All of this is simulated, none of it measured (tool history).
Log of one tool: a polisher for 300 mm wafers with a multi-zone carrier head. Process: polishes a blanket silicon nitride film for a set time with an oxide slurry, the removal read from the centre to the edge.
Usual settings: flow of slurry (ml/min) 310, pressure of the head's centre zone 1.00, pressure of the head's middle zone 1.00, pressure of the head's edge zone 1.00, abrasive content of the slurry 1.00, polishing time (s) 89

run,day,flow of slurry (ml/min),pressure of the head's centre zone,pressure of the head's middle zone,pressure of the head's edge zone,abrasive content of the slurry,polishing time (s),wafers since the last listed run,wafers polished on this pad,hours since the slurry nozzle was cleaned,hours since the centre zone pressure was calibrated,hours since the edge zone pressure was calibrated,hours since the carrier head's membrane was replaced,"incoming thickness of the incoming film, nm",film removed at the wafer's centre (angstrom),film removed at mid-radius (angstrom),film removed at the wafer's edge (angstrom)
1,0.000,310,1.09,1.05,0.94,0.75,89,0,7404,551.3,718.5,1030.8,449.9,545.1,319,304,296
# day 0.275: edge zone pressure recalibrated
2,1.788,310,1.00,1.00,1.00,1.00,89,422,7827,594.2,761.4,36.3,492.8,554.4,350,361,375
# day 2.888: worn pad replaced by a new one
3,6.075,310,1.00,1.00,0.94,1.25,89,1021,790,697.1,864.3,139.2,595.7,548.7,434,442,446
4,8.292,265,1.00,1.00,1.00,1.00,89,549,1339,750.3,917.5,192.4,648.9,557.8,369,378,391
# day 8.442: slurry nozzle cleaned
# day 9.596: carrier head's membrane replaced by a new one
5,16.771,260,0.96,1.10,1.00,1.15,89,2040,3380,199.9,1121.0,395.9,172.2,552.6,384,434,421
# day 16.942: centre zone pressure recalibrated
6,18.658,310,1.00,1.00,0.92,1.00,97,447,3827,245.2,41.2,441.2,217.5,541.8,409,416,409
7,21.558,310,1.00,1.00,1.00,0.70,89,719,4546,314.8,110.8,510.8,287.1,538.8,285,283,296
8,25.725,375,1.00,1.00,1.00,1.00,89,1033,5579,414.8,210.8,610.8,387.1,553.8,372,374,387
9,29.396,310,1.12,1.00,1.00,1.00,89,910,6489,502.9,298.9,698.9,475.2,550.6,404,365,380
10,32.283,310,1.00,1.00,1.00,1.00,89,715,7205,572.2,368.2,768.2,544.5,544.8,357,359,377
11,36.600,310,1.00,1.00,0.92,1.00,67,1070,8275,675.8,471.8,871.8,648.1,558.0,264,274,270
# day 37.267: worn pad replaced by a new one
12,39.800,310,1.00,1.00,1.05,0.75,77,752,628,752.6,548.6,948.6,724.9,546.9,268,275,292
# day 40.575: slurry nozzle cleaned
13,41.471,310,1.00,1.00,1.00,1.00,89,403,1032,21.5,588.7,988.7,765.0,553.8,403,420,419
# day 42.358: carrier head's membrane replaced by a new one
# day 47.092: edge zone pressure recalibrated
14,50.858,240,1.00,1.11,1.00,1.25,89,2255,3287,246.8,814.0,90.4,204.0,551.3,412,454,438
15,53.792,310,1.00,1.00,1.00,1.25,89,727,4014,317.2,884.4,160.8,274.4,548.0,412,424,434
16,56.146,345,1.00,1.00,1.10,1.00,89,583,4598,373.7,940.9,217.3,330.9,552.3,372,380,407
17,58.667,310,1.00,1.00,1.00,1.00,89,625,5223,434.2,1001.4,277.8,391.4,548.6,367,374,380
18,62.238,310,1.00,1.03,0.91,1.00,101,885,6108,519.9,1087.1,363.5,477.1,548.1,401,431,420
# day 64.767: worn pad replaced by a new one
19,66.438,310,0.96,1.00,1.00,1.00,89,1000,414,620.7,1187.9,464.3,577.9,559.4,375,399,409
# day 67.917: slurry nozzle cleaned
20,69.404,310,1.00,1.00,1.00,1.00,89,725,1139,35.7,1259.1,535.5,649.1,553.6,412,420,419
21,71.662,310,1.00,1.00,1.00,1.00,89,559,1699,89.9,1313.3,589.7,703.3,545.0,399,398,416
# day 71.871: centre zone pressure recalibrated
# day 73.642: carrier head's membrane replaced by a new one
22,73.662,395,1.00,1.00,1.00,1.00,70,423,2123,137.9,43.0,637.7,0.5,538.6,314,316,328

Forecast each of these 3 alternatives for the next run:
A,73.683,310,1.00,1.00,1.00,1.00,89,5,2128,138.4,43.5,638.2,1.0,547.2,?,?,?
B,73.683,310,0.93,1.07,1.00,1.00,98,5,2128,138.4,43.5,638.2,1.0,547.2,?,?,?
C,73.683,310,0.91,1.00,1.00,1.00,70,5,2128,138.4,43.5,638.2,1.0,547.2,?,?,?

run,film removed at the wafer's centre (angstrom),film removed at mid-radius (angstrom),film removed at the wafer's edge (angstrom)
A,386,398,403
B,395,464,444
C,276,313,317
Without the tool's hidden state the same runs would have given:
run,film removed at the wafer's centre (angstrom),film removed at mid-radius (angstrom),film removed at the wafer's edge (angstrom)
A,423,435,438
B,434,508,482
C,303,343,345

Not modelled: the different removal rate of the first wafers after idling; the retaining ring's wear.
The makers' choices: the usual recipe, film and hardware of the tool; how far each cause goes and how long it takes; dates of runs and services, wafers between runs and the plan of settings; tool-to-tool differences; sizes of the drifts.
